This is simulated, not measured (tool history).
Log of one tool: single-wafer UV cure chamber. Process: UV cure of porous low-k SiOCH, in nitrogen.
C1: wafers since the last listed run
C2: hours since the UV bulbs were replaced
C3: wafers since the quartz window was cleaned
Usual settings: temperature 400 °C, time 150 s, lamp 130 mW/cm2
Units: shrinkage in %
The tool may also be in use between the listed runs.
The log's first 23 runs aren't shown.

Run 24, hour 1376.2: usual settings but lamp 143 mW/cm2; C1 141; C2 92.5; C3 641. Result: shrinkage 11.503 %.
Run 25, hour 1440.4: usual settings but time 175 s; C1 347; C2 156.7; C3 988. Result: shrinkage 11.693 %.
Run 26, hour 1482.7: usual settings but time 205 s; C1 228; C2 199.0; C3 1217. Result: shrinkage 12.754 %.
Run 27, hour 1550.1: usual settings but temperature 415 °C, time 80 s, lamp 148 mW/cm2; C1 364; C2 266.4; C3 1581. Result: shrinkage 9.072 %.
Run 28, hour 1582.4: usual settings but temperature 405 °C, time 175 s, lamp 103 mW/cm2; C1 174; C2 298.7; C3 1756. Result: shrinkage 10.820 %.
Run 29, hour 1624.8: usual settings; C1 229; C2 341.1; C3 1985. Result: shrinkage 11.284 %.
Run 30, hour 1678.7: usual settings but temperature 410 °C; C1 291; C2 395.0; C3 2277. Result: shrinkage 11.155 %.
Run 31, hour 1744.5: usual settings; C1 355; C2 460.8; C3 2633. Result: shrinkage 11.109 %.
Run 32, hour 1785.6: usual settings but time 215 s; C1 222; C2 501.9; C3 2855. Result: shrinkage 12.689 %.
Run 33, hour 1846.7: usual settings; C1 330; C2 563.0; C3 3186. Result: shrinkage 11.285 %.
At hour 1860.3: quartz window cleaned.
Run 34, hour 1912.3: usual settings but temperature 415 °C, time 200 s; C1 311; C2 628.6; C3 281. Result: shrinkage 12.682 %.
Run 35, hour 1963.5: usual settings but lamp 94 mW/cm2; C1 276; C2 679.8; C3 558. Result: shrinkage 9.436 %.
Run 36, hour 2005.8: usual settings; C1 228; C2 722.1; C3 787. Result: shrinkage 11.187 %.
Run 37, hour 2046.9: usual settings but time 220 s; C1 222; C2 763.2; C3 1009. Result: shrinkage 13.324 %.

Forecast each of these 3 alternatives for the next run:
Run A, hour 2047.4: usual settings but time 105 s; C1 2; C2 763.7; C3 1012. Result: shrinkage ?.
Run B, hour 2047.4: usual settings but temperature 410 °C, lamp 158 mW/cm2; C1 2; C2 763.7; C3 1012. Result: shrinkage ?.
Run C, hour 2047.4: usual settings but temperature 391 °C, time 180 s, lamp 100 mW/cm2; C1 2; C2 763.7; C3 1012. Result: shrinkage ?.

run  shrinkage
  A      9.530
  B     12.217
  C     10.606
Without the tool's hidden state the same runs would have given:
run  shrinkage
  A      9.530
  B     12.217
  C     10.606
